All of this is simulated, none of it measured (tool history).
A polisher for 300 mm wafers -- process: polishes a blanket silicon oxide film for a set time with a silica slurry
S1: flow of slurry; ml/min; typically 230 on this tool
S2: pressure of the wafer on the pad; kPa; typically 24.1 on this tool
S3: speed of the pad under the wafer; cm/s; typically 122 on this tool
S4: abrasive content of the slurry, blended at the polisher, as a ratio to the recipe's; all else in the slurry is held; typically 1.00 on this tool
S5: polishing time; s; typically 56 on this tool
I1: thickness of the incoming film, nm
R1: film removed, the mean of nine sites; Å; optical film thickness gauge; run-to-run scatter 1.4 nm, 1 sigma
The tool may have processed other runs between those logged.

run 1 hour=0.0 | S1=230 S2=24.1 S3=122 S4=1.00 S5=56 | I1=1046.5 | R1=1446
-- hour=25.7 conditioning disc replaced and pad reconditioned
run 2 hour=42.9 | S1=230 S2=24.1 S3=122 S4=1.00 S5=56 | I1=1027.7 | R1=1443
run 3 hour=75.9 | S1=230 S2=24.1 S3=122 S4=1.00 S5=56 | I1=1035.4 | R1=1417
run 4 hour=104.6 | S1=230 S2=24.1 S3=122 S4=1.00 S5=56 | I1=1044.4 | R1=1395
-- hour=109.8 head pressure recalibrated
run 5 hour=141.9 | S1=230 S2=30.3 S3=160 S4=1.00 S5=56 | I1=1041.4 | R1=2020
-- hour=181.3 slurry nozzle cleaned
run 6 hour=201.9 | S1=200 S2=24.1 S3=122 S4=1.00 S5=68 | I1=1054.8 | R1=1668
-- hour=239.1 worn pad replaced by a new one
-- hour=248.6 slurry blender recalibrated
run 7 hour=265.7 | S1=230 S2=24.1 S3=122 S4=1.20 S5=56 | I1=1039.7 | R1=1604
run 8 hour=392.8 | S1=205 S2=15.9 S3=122 S4=1.00 S5=76 | I1=1034.9 | R1=1420
run 9 hour=458.9 | S1=230 S2=20.7 S3=122 S4=1.00 S5=56 | I1=1031.6 | R1=1276
run 10 hour=512.0 | S1=230 S2=24.1 S3=90 S4=1.10 S5=56 | I1=1035.2 | R1=1265
run 11 hour=552.6 | S1=230 S2=24.1 S3=94 S4=1.00 S5=56 | I1=1061.7 | R1=1235
run 12 hour=587.9 | S1=265 S2=31.7 S3=102 S4=1.00 S5=48 | I1=1045.0 | R1=1420
run 13 hour=625.8 | S1=230 S2=15.9 S3=122 S4=1.00 S5=56 | I1=1028.5 | R1=1031
-- hour=631.8 conditioning disc replaced and pad reconditioned
-- hour=663.0 slurry blender recalibrated
run 14 hour=695.3 | S1=230 S2=24.1 S3=122 S4=1.00 S5=56 | I1=1029.0 | R1=1484
-- hour=721.4 slurry nozzle cleaned
run 15 hour=726.3 | S1=230 S2=20.0 S3=122 S4=0.85 S5=56 | I1=1043.1 | R1=1143
-- hour=751.7 worn pad replaced by a new one
run 16 hour=785.4 | S1=180 S2=24.1 S3=122 S4=1.00 S5=56 | I1=1036.3 | R1=1397
run 17 hour=851.8 | S1=230 S2=24.1 S3=122 S4=1.00 S5=56 | I1=1044.0 | R1=1436
-- hour=932.1 head pressure recalibrated
run 18 hour=1007.3 | S1=230 S2=24.1 S3=122 S4=1.00 S5=56 | I1=1036.2 | R1=1429
run 19 hour=1050.4 | S1=230 S2=24.1 S3=122 S4=1.15 S5=39 | I1=1034.2 | R1=1073
run 20 hour=1077.4 | S1=270 S2=24.1 S3=122 S4=1.00 S5=71 | I1=1040.2 | R1=1814
-- hour=1099.3 slurry blender recalibrated
-- hour=1115.2 conditioning disc replaced and pad reconditioned
run 21 hour=1137.6 | S1=300 S2=17.2 S3=112 S4=0.85 S5=56 | I1=1040.8 | R1=1001
-- hour=1208.4 worn pad replaced by a new one
run 22 hour=1208.9 | S1=230 S2=24.1 S3=122 S4=1.00 S5=56 | I1=1055.5 | R1=1450
-- hour=1212.6 slurry nozzle cleaned
run 23 hour=1247.6 | S1=155 S2=16.5 S3=136 S4=1.20 S5=56 | I1=1041.2 | R1=1201
run 24 hour=1317.2 | S1=230 S2=24.1 S3=106 S4=1.00 S5=56 | I1=1024.6 | R1=1345
run 25 hour=1385.9 | S1=230 S2=26.2 S3=94 S4=1.00 S5=41 | I1=1021.6 | R1=958
run 26 hour=1445.7 | S1=230 S2=24.1 S3=92 S4=1.00 S5=56 | I1=1028.5 | R1=1215

3 options for the next run, each taken on its own from the tool as it stands now. Forecast them:
run A hour=1446.1 | S1=230 S2=24.1 S3=144 S4=1.00 S5=56 | I1=1034.8 | R1=?
run B hour=1446.1 | S1=230 S2=24.1 S3=122 S4=1.25 S5=56 | I1=1034.8 | R1=?
run C hour=1446.1 | S1=210 S2=24.1 S3=122 S4=1.00 S5=56 | I1=1034.8 | R1=?

run=A R1=1613
run=B R1=1643
run=C R1=1434
What these runs would have given with no unlogged condition in the tool:
run=A R1=1664
run=B R1=1687
run=C R1=1479

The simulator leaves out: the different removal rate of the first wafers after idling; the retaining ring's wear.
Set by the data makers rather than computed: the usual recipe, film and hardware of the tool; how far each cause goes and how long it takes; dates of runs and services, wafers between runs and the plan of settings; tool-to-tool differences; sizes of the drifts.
